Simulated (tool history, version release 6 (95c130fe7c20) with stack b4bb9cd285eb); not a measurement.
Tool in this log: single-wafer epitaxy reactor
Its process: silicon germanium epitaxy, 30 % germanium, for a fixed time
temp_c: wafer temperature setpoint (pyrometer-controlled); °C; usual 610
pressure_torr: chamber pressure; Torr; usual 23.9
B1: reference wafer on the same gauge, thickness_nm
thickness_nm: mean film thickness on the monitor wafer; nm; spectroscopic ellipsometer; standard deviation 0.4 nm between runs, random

run 1 day=0 | temp_c=616 pressure_torr=25.4 | B1=64.761 | thickness_nm=86.35
run 2 day=1.383 | temp_c=610 pressure_torr=23.9 | B1=64.686 | thickness_nm=74.428
run 3 day=2.767 | temp_c=610 pressure_torr=23.9 | B1=64.808 | thickness_nm=74.356
run 4 day=3.621 | temp_c=610 pressure_torr=23.9 | B1=64.639 | thickness_nm=75.104
run 5 day=4.879 | temp_c=614 pressure_torr=23.9 | B1=64.759 | thickness_nm=79.794
run 6 day=6.454 | temp_c=614 pressure_torr=23.9 | B1=64.592 | thickness_nm=80.087
run 7 day=7.346 | temp_c=614 pressure_torr=23.9 | B1=64.818 | thickness_nm=79.862
run 8 day=8.383 | temp_c=610 pressure_torr=23.9 | B1=64.591 | thickness_nm=74.704
run 9 day=9.371 | temp_c=610 pressure_torr=23.9 | B1=64.76 | thickness_nm=74.682
-- day=9.958 pyrometer calibrated
-- day=10.062 gauge calibrated
run 10 day=10.838 | temp_c=610 pressure_torr=23.9 | B1=64.714 | thickness_nm=74.091
run 11 day=11.975 | temp_c=602 pressure_torr=23.9 | B1=64.688 | thickness_nm=64.351
run 12 day=13.05 | temp_c=602 pressure_torr=23.9 | B1=64.708 | thickness_nm=65.118
-- day=13.942 showerhead replaced
run 13 day=14.35 | temp_c=618 pressure_torr=23.9 | B1=64.643 | thickness_nm=86.988
run 14 day=15.367 | temp_c=610 pressure_torr=23.9 | B1=64.763 | thickness_nm=75.223
-- day=16.9 capacitance manometer re-zeroed and calibrated
run 15 day=17.062 | temp_c=598 pressure_torr=25.6 | B1=64.545 | thickness_nm=59.571
run 16 day=17.842 | temp_c=614 pressure_torr=29.3 | B1=64.771 | thickness_nm=87.167
run 17 day=21.308 | temp_c=604 pressure_torr=19.8 | B1=64.712 | thickness_nm=57.91
run 18 day=22.079 | temp_c=610 pressure_torr=20.4 | B1=64.675 | thickness_nm=65.959
run 19 day=22.954 | temp_c=610 pressure_torr=23.9 | B1=64.699 | thickness_nm=72.377
run 20 day=24.392 | temp_c=596 pressure_torr=23.9 | B1=64.565 | thickness_nm=56.47

What will run 21 give?
run 21 day=25.867 | temp_c=599 pressure_torr=28.9 | B1=? | thickness_nm=?

Run 21 yielded B1 64.634, thickness_nm 66.229 nm.
The same run, on a tool lacking any hidden state, would have yielded thickness_nm 65.802 nm.
